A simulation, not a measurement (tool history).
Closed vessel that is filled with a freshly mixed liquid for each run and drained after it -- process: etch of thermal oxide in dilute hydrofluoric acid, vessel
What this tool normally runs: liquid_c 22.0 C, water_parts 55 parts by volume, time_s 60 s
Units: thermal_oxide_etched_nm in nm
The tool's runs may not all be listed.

| run | hour | liquid_c | water_parts | time_s | read-back film thickness of the thermal oxide reference wafer, read on the same gauge (nm) | thermal_oxide_etched_nm |
|---|---|---|---|---|---|---|
| 1 | 0.0 | 22.0 | 65 | 75 | 40.04 | 5.85 |
| 2 | 57.8 | 22.0 | 65 | 75 | 39.99 | 5.90 |
| 3 | 87.2 | 22.0 | 65 | 75 | 40.07 | 5.73 |
| 4 | 150.2 | 22.0 | 55 | 60 | 40.01 | 5.53 |
| 5 | 198.7 | 22.0 | 55 | 60 | 39.99 | 5.53 |
| 6 | 246.4 | 22.0 | 55 | 60 | 39.96 | 5.52 |
| 7 | 277.2 | 22.0 | 55 | 60 | 39.97 | 5.58 |
| 8 | 343.0 | 22.0 | 55 | 60 | 40.02 | 5.57 |
| 9 | 393.7 | 22.0 | 65 | 60 | 40.00 | 4.64 |
|  | 450.0 | hydrofluoric acid flow meter replaced |
| 10 | 464.3 | 22.0 | 65 | 60 | 40.03 | 4.64 |
| 11 | 499.7 | 22.0 | 65 | 60 | 40.03 | 4.60 |
|  | 503.1 | thermometer replaced |
| 12 | 555.1 | 22.0 | 55 | 60 | 40.04 | 5.54 |
| 13 | 607.8 | 22.0 | 55 | 60 | 40.02 | 5.58 |
|  | 695.2 | gauge calibrated |
| 14 | 723.4 | 22.0 | 55 | 60 | 40.00 | 5.59 |
| 15 | 753.7 | 23.5 | 55 | 60 | 40.00 | 6.00 |
| 16 | 788.2 | 22.0 | 35 | 60 | 39.99 | 8.95 |
| 17 | 854.2 | 20.5 | 55 | 45 | 40.04 | 3.91 |
| 18 | 917.1 | 26.0 | 55 | 60 | 40.02 | 6.49 |
| 19 | 946.9 | 20.0 | 35 | 35 | 40.07 | 4.79 |
| 20 | 978.9 | 22.0 | 55 | 60 | 40.00 | 5.48 |
| 21 | 1022.8 | 22.0 | 55 | 60 | 40.00 | 5.54 |
|  | 1062.7 | hydrofluoric acid flow meter replaced |
|  | 1072.2 | thermometer replaced |
| 22 | 1077.1 | 25.5 | 30 | 80 | 39.98 | 16.18 |
| 23 | 1117.3 | 25.5 | 30 | 30 | 40.00 | 6.09 |
| 24 | 1168.1 | 26.5 | 80 | 90 | 40.03 | 6.67 |
| 25 | 1194.6 | 22.0 | 55 | 40 | 39.98 | 3.75 |
| 26 | 1247.2 | 22.0 | 55 | 30 | 40.02 | 2.76 |
| 27 | 1401.9 | 22.0 | 55 | 60 | 40.01 | 5.56 |
| 28 | 1471.3 | 22.0 | 30 | 95 | 40.03 | 16.64 |
| 29 | 1505.2 | 22.0 | 55 | 40 | 40.02 | 3.66 |
| 30 | 1546.5 | 22.0 | 75 | 70 | 39.93 | 4.56 |
| 31 | 1575.0 | 19.5 | 30 | 95 | 39.94 | 14.97 |
|  | 1592.6 | hydrofluoric acid flow meter replaced |
| 32 | 1608.8 | 22.0 | 55 | 60 | 39.96 | 5.56 |

Forecast run 33:
| 33 | 1646.2 | 24.0 | 45 | 60 | ? | ? |

Run 33 yielded read-back film thickness of the thermal oxide reference wafer, read on the same gauge (nm) 40.03, thermal_oxide_etched_nm 7.50 nm.
Take away the tool's hidden state, keep the run-to-run variation as it was, and the same run would have given thermal_oxide_etched_nm 7.50 nm.
